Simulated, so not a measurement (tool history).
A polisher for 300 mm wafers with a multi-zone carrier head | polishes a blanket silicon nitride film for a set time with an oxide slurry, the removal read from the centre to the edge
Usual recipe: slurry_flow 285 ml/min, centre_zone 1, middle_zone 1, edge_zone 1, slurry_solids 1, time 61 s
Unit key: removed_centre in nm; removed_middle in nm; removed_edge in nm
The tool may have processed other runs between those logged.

run,day,slurry_flow,centre_zone,middle_zone,edge_zone,slurry_solids,time,wafers since the last listed run,wafers polished on this pad,hours since the slurry nozzle was cleaned,hours since the centre zone pressure was calibrated,hours since the edge zone pressure was calibrated,hours since the carrier head's membrane was replaced,"incoming thickness of the incoming film, nm",removed_centre,removed_middle,removed_edge
1,0,285,1,1,1,1,61,0,1010,468.8,641.1,543.4,525.9,344,39.1,39.1,39.9
2,0.604,285,1,1,1,1,61,149,1159,483.3,655.6,557.9,540.4,337.7,39.5,39.2,40
# day 0.962: worn pad replaced by a new one
# day 1.467: carrier head's membrane replaced by a new one
3,1.858,285,1,0.93,1,1,61,217,170,513.4,685.7,588,9.4,342.3,38.8,37,40.4
# day 2.038: slurry nozzle cleaned
4,2.517,285,1,0.93,1,1,61,152,322,11.5,701.5,603.8,25.2,345.4,39.2,37,39.7
5,2.917,255,1,1,1,0.9,61,98,421,21.1,711.1,613.4,34.8,337.5,36.3,36.7,37
6,3.317,285,1.05,1,1,1,61,98,520,30.7,720.7,623,44.4,334.8,41.3,39.2,39.9
# day 3.775: centre zone pressure recalibrated
7,3.992,230,1,1,1,1,61,146,666,46.9,5.2,639.2,60.6,339.2,39,39,39.4
8,4.533,285,1,1.06,1,1,51,133,800,59.9,18.2,652.2,73.6,339.8,33.1,34.1,33.6
# day 4.621: edge zone pressure recalibrated
# day 5.062: worn pad replaced by a new one
9,5.146,285,1,1,1,1,61,89,20,74.6,32.9,12.6,88.3,337.5,39.1,39,39.7
10,5.512,285,1,1,1,1,61,90,111,83.4,41.7,21.4,97.1,338.8,39,39.4,39.9
11,5.817,285,1,1,1,1,69,75,186,90.7,49,28.7,104.4,335.1,44.1,44.8,45.1
12,6.517,285,1,1,1,0.9,61,172,359,107.5,65.8,45.5,121.2,332.9,37.4,37.1,38
13,7.017,375,1,1,1.06,1,61,123,482,119.5,77.8,57.5,133.2,336.9,40.2,40.2,41.4
14,9.221,285,1,1,0.95,1,61,544,1027,172.4,130.7,110.4,186.1,337.2,38.8,39.7,39.4
# day 9.929: worn pad replaced by a new one
15,9.95,310,1,1,1.07,1,61,138,5,189.9,148.2,127.9,203.6,332.8,39.3,39.8,41.3
16,10.412,205,1,1.03,1,0.8,75,114,119,201,159.3,139,214.7,339.4,41.4,43.6,43.3
17,10.983,285,1.09,1.07,1,0.85,44,141,260,214.7,173,152.7,228.4,337.1,28,27.4,25.9
18,11.388,285,1,1,1,0.85,50,99,360,224.4,182.7,162.4,238.1,339.8,29.6,29.7,30.2
19,11.8,285,1,1,1,1,61,101,462,234.3,192.6,172.3,248,338.6,39.3,39.1,39.7
20,12.512,285,1,1,1,1,61,176,638,251.4,209.7,189.4,265.1,333.6,39.3,39,40.8
21,13.075,220,1.1,1,1,1,61,138,777,264.9,223.2,202.9,278.6,339.7,42.3,38.3,39.5
22,13.712,285,1.05,0.91,0.93,1.15,61,157,934,280.2,238.5,218.2,293.9,340.9,44,38.7,41

4 ways to go on from here, each from the tool as it stands after run 22. What would each give?
A,13.729,240,1,1,1,1,61,4,938,280.6,238.9,218.6,294.3,340.4,?,?,?
B,13.729,285,1,1.1,1.08,1,61,4,938,280.6,238.9,218.6,294.3,340.4,?,?,?
C,13.729,285,0.95,1,1.04,1,61,4,938,280.6,238.9,218.6,294.3,340.4,?,?,?
D,13.729,285,1,1,0.96,1,61,4,938,280.6,238.9,218.6,294.3,340.4,?,?,?

run,removed_centre,removed_middle,removed_edge
A,38.5,38.9,39.7
B,39.1,42.7,41.6
C,37.2,39.4,40.9
D,39,39.4,39.3
Without the tool's unlogged condition, the same runs would have read:
run,removed_centre,removed_middle,removed_edge
A,38.5,38.9,39.7
B,39.1,42.7,41.6
C,37.2,39.4,40.9
D,39,39.4,39.3

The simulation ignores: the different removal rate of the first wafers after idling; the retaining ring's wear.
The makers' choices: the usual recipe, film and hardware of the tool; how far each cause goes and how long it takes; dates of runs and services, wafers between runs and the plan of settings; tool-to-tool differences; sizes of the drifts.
